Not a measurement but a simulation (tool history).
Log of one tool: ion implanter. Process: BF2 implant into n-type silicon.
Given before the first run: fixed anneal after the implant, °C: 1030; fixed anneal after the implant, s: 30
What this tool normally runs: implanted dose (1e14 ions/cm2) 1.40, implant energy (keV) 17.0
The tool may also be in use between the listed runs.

run,day,implanted dose (1e14 ions/cm2),implant energy (keV),"read-back reference wafer on the same gauge, sheet resistance",sheet resistance of the implanted and annealed layer (ohm/square)
1,0.000,1.40,17.0,593.93,708.29
2,0.667,1.40,17.0,594.07,708.17
3,1.317,1.40,17.0,594.12,708.74
4,1.683,1.09,17.0,593.93,877.65
5,2.192,1.40,17.0,594.35,710.92
6,2.912,1.25,17.0,594.04,782.11
7,3.233,1.25,17.0,593.91,785.37
8,3.712,1.66,15.0,593.59,622.01
9,4.117,1.66,15.0,593.87,623.55
10,6.138,1.66,15.0,593.84,623.01
# day 6.825: Faraday cup replaced and dose calibrated
11,6.846,1.40,17.0,593.51,722.46
12,8.154,1.40,17.0,594.12,720.79
13,8.533,1.40,17.0,593.65,721.85
# day 8.917: extraction supply calibrated
# day 9.083: gauge calibrated
14,9.808,1.29,17.0,594.01,774.32
15,10.204,1.29,17.0,593.99,772.75
16,10.833,1.22,17.0,594.06,814.12
17,11.333,1.40,14.0,593.96,738.75
# day 12.242: Faraday cup replaced and dose calibrated, repeated, since the last time left the tool worse
18,12.262,1.67,17.0,594.17,606.06
19,12.288,0.99,17.0,594.50,946.85
20,12.992,1.40,17.0,594.13,704.84
21,13.400,1.09,17.0,594.00,871.56
22,13.762,1.20,12.0,593.91,835.61
23,14.092,1.40,17.0,593.90,703.20
24,14.429,1.18,14.5,593.96,834.08
25,15.012,1.74,18.5,594.00,581.38
26,15.379,1.10,15.0,593.95,880.44
27,15.975,1.17,13.5,593.70,845.44
28,16.292,1.11,19.5,594.10,839.26
29,16.842,0.98,21.5,593.97,922.08
30,17.217,1.12,14.5,593.74,870.45
31,17.812,1.76,13.0,593.88,593.26
32,18.125,1.01,22.0,594.38,897.60

Predict the results of run 33:
33,18.854,1.20,12.0,?,?

read-back reference wafer on the same gauge, sheet resistance: 594.19
sheet resistance of the implanted and annealed layer (ohm/square): 841.44
With no hidden state in the tool, this same run would have given sheet resistance of the implanted and annealed layer (ohm/square) 839.58.
